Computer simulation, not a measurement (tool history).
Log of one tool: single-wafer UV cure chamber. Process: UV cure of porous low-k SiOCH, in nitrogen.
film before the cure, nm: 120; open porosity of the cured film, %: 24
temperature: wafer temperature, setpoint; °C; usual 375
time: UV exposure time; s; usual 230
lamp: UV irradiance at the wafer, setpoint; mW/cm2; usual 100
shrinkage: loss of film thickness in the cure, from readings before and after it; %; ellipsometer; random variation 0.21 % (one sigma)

run	hour	temperature	time	lamp	shrinkage
1	0.0	375	230	100	12.902
2	8.8	375	135	100	10.522
3	23.7	375	135	100	10.147
4	35.7	375	135	100	10.037
5	48.3	375	230	130	14.411
6	78.1	375	230	100	12.851
7	86.5	368	135	100	10.062
8	97.0	375	230	100	12.355
9	112.6	375	230	100	12.401
10	123.7	375	230	100	12.268
11	140.3	375	230	100	12.437
12	153.0	375	230	100	12.131
# hour 167.9: quartz window cleaned
13	168.4	375	230	100	13.431
14	172.3	375	230	100	13.871
15	183.6	375	230	100	13.504
16	201.6	370	230	100	13.417
17	216.7	370	230	100	13.179
18	231.8	370	230	100	13.824
19	242.4	375	230	100	13.573
# hour 258.7: UV bulbs replaced
20	259.2	375	155	100	11.370
21	262.7	375	230	100	13.836
22	273.3	391	230	84	13.145
23	285.2	375	230	100	14.008
24	308.1	388	270	85	13.897
25	324.5	356	100	124	10.141
26	340.6	392	230	118	14.858
27	352.5	375	270	100	14.560
28	358.6	375	230	66	11.662
29	374.0	355	300	100	14.689
30	381.9	390	130	139	12.615
31	390.8	375	305	100	15.042
32	398.9	357	230	78	12.131
33	408.2	375	230	100	13.710
34	421.9	390	190	132	13.915
35	437.5	375	230	100	13.154
36	446.7	360	230	82	12.306
37	458.9	375	230	100	13.701
38	468.3	367	105	125	10.659

What the log doesn't show, run by run:
lamp output below its setpoint, %: 0 in every run
H1: transmission lost against a clean window, %
run	H1
1	14.5
2	15
3	16
4	16.8
5	17.6
6	19.8
7	20.4
8	21.2
9	22.4
10	23.3
11	24.6
12	25.7
13	0.478
14	0.48
15	0.497
16	0.563
17	0.655
18	0.782
19	0.891
20	1.1
21	1.15
22	1.3
23	1.5
24	1.94
25	2.3
26	2.69
27	3.01
28	3.18
29	3.63
30	3.88
31	4.17
32	4.44
33	4.77
34	5.27
35	5.88
36	6.25
37	6.77
38	7.18
